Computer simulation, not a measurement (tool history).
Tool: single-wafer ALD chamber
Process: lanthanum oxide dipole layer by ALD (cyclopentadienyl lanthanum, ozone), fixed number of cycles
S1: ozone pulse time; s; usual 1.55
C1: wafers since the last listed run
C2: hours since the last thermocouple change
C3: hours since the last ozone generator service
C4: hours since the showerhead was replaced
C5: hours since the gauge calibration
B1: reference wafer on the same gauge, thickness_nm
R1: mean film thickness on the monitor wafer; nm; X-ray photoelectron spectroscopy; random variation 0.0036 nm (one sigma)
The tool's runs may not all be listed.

Run 1, hour 0.0: usual settings; C1 0; C2 570.6; C3 319.4; C4 1286.4; C5 614.2; B1 0.597. Result: R1 0.591 nm.
Run 2, hour 43.4: usual settings but S1 1.82 s; C1 963; C2 614.0; C3 362.8; C4 1329.8; C5 657.6; B1 0.595. Result: R1 0.605 nm.
Run 3, hour 105.7: usual settings but S1 1.82 s; C1 1383; C2 676.3; C3 425.1; C4 1392.1; C5 719.9; B1 0.594. Result: R1 0.609 nm.
Run 4, hour 203.6: usual settings but S1 1.69 s; C1 2173; C2 774.2; C3 523.0; C4 1490.0; C5 817.8; B1 0.592. Result: R1 0.609 nm.
Run 5, hour 281.7: usual settings but S1 1.69 s; C1 1733; C2 852.3; C3 601.1; C4 1568.1; C5 895.9; B1 0.593. Result: R1 0.600 nm.
At hour 375.4: ozone generator serviced.
Run 6, hour 375.9: usual settings but S1 1.69 s; C1 1913; C2 946.5; C3 0.5; C4 1662.3; C5 990.1; B1 0.592. Result: R1 0.599 nm.
Run 7, hour 412.6: usual settings; C1 814; C2 983.2; C3 37.2; C4 1699.0; C5 1026.8; B1 0.591. Result: R1 0.596 nm.
Run 8, hour 498.9: usual settings; C1 1915; C2 1069.5; C3 123.5; C4 1785.3; C5 1113.1; B1 0.589. Result: R1 0.593 nm.
Run 9, hour 563.8: usual settings but S1 1.75 s; C1 1440; C2 1134.4; C3 188.4; C4 1850.2; C5 1178.0; B1 0.591. Result: R1 0.606 nm.
Run 10, hour 665.4: usual settings but S1 1.73 s; C1 2255; C2 1236.0; C3 290.0; C4 1951.8; C5 1279.6; B1 0.589. Result: R1 0.600 nm.
Run 11, hour 726.8: usual settings; C1 1363; C2 1297.4; C3 351.4; C4 2013.2; C5 1341.0; B1 0.590. Result: R1 0.585 nm.
Run 12, hour 809.0: usual settings but S1 0.97 s; C1 1824; C2 1379.6; C3 433.6; C4 2095.4; C5 1423.2; B1 0.589. Result: R1 0.548 nm.
Run 13, hour 910.9: usual settings but S1 1.38 s; C1 2262; C2 1481.5; C3 535.5; C4 2197.3; C5 1525.1; B1 0.589. Result: R1 0.589 nm.
Run 14, hour 990.1: usual settings; C1 1758; C2 1560.7; C3 614.7; C4 2276.5; C5 1604.3; B1 0.589. Result: R1 0.585 nm.
At hour 1023.7: thermocouple changed; heater temperature recalibrated.
Run 15, hour 1046.1: usual settings; C1 1065; C2 22.4; C3 670.7; C4 2332.5; C5 1660.3; B1 0.587. Result: R1 0.583 nm.
Run 16, hour 1112.2: usual settings but S1 1.08 s; C1 1467; C2 88.5; C3 736.8; C4 2398.6; C5 1726.4; B1 0.586. Result: R1 0.557 nm.
Run 17, hour 1155.2: usual settings but S1 1.80 s; C1 954; C2 131.5; C3 779.8; C4 2441.6; C5 1769.4; B1 0.588. Result: R1 0.602 nm.
At hour 1171.9: ozone generator serviced.
Run 18, hour 1220.5: usual settings but S1 1.94 s; C1 1272; C2 196.8; C3 48.6; C4 2506.9; C5 1834.7; B1 0.586. Result: R1 0.605 nm.
Run 19, hour 1285.1: usual settings but S1 1.02 s; C1 1434; C2 261.4; C3 113.2; C4 2571.5; C5 1899.3; B1 0.586. Result: R1 0.550 nm.
Run 20, hour 1346.8: usual settings but S1 1.31 s; C1 1369; C2 323.1; C3 174.9; C4 2633.2; C5 1961.0; B1 0.585. Result: R1 0.574 nm.
Run 21, hour 1389.8: usual settings; C1 954; C2 366.1; C3 217.9; C4 2676.2; C5 2004.0; B1 0.586. Result: R1 0.584 nm.
Run 22, hour 1449.9: usual settings but S1 1.83 s; C1 1334; C2 426.2; C3 278.0; C4 2736.3; C5 2064.1; B1 0.585. Result: R1 0.595 nm.
Run 23, hour 1550.5: usual settings but S1 1.98 s; C1 2233; C2 526.8; C3 378.6; C4 2836.9; C5 2164.7; B1 0.584. Result: R1 0.604 nm.
Run 24, hour 1647.7: usual settings; C1 2157; C2 624.0; C3 475.8; C4 2934.1; C5 2261.9; B1 0.586. Result: R1 0.588 nm.
At hour 1680.4: showerhead replaced.
At hour 1682.8: gauge calibrated.
Run 25, hour 1867.0: usual settings but S1 1.88 s; C1 4690; C2 843.3; C3 695.1; C4 186.6; C5 184.2; B1 0.609. Result: R1 0.625 nm.
At hour 1928.0: ozone generator serviced.
Run 26, hour 1928.5: usual settings but S1 1.25 s; C1 1187; C2 904.8; C3 0.5; C4 248.1; C5 245.7; B1 0.607. Result: R1 0.589 nm.
Run 27, hour 1998.0: usual settings but S1 2.13 s; C1 1542; C2 974.3; C3 70.0; C4 317.6; C5 315.2; B1 0.608. Result: R1 0.634 nm.
Run 28, hour 2090.8: usual settings; C1 2060; C2 1067.1; C3 162.8; C4 410.4; C5 408.0; B1 0.606. Result: R1 0.606 nm.
Run 29, hour 2196.2: usual settings but S1 1.04 s; C1 2339; C2 1172.5; C3 268.2; C4 515.8; C5 513.4; B1 0.602. Result: R1 0.564 nm.
Run 30, hour 2259.0: usual settings; C1 1394; C2 1235.3; C3 331.0; C4 578.6; C5 576.2; B1 0.602. Result: R1 0.604 nm.
Run 31, hour 2342.5: usual settings but S1 1.95 s; C1 1853; C2 1318.8; C3 414.5; C4 662.1; C5 659.7; B1 0.600. Result: R1 0.618 nm.
Run 32, hour 2393.9: usual settings but S1 2.10 s; C1 1141; C2 1370.2; C3 465.9; C4 713.5; C5 711.1; B1 0.602. Result: R1 0.618 nm.
Run 33, hour 2460.7: usual settings; C1 1482; C2 1437.0; C3 532.7; C4 780.3; C5 777.9; B1 0.601. Result: R1 0.603 nm.
Run 34, hour 2541.2: usual settings; C1 1787; C2 1517.5; C3 613.2; C4 860.8; C5 858.4; B1 0.599. Result: R1 0.605 nm.

Forecast each of these 4 alternatives for the next run:
Run A, hour 2541.6: usual settings; C1 8; C2 1517.9; C3 613.6; C4 861.2; C5 858.8; B1 ?. Result: R1 ?.
Run B, hour 2541.6: usual settings but S1 2.01 s; C1 8; C2 1517.9; C3 613.6; C4 861.2; C5 858.8; B1 ?. Result: R1 ?.
Run C, hour 2541.6: usual settings but S1 1.92 s; C1 8; C2 1517.9; C3 613.6; C4 861.2; C5 858.8; B1 ?. Result: R1 ?.
Run D, hour 2541.6: usual settings but S1 1.96 s; C1 8; C2 1517.9; C3 613.6; C4 861.2; C5 858.8; B1 ?. Result: R1 ?.

run     B1     R1
  A  0.599  0.602
  B  0.599  0.617
  C  0.599  0.615
  D  0.599  0.616
Without the tool's hidden state the same runs would have given:
run     R1
  A  0.614
  B  0.630
  C  0.628
  D  0.629
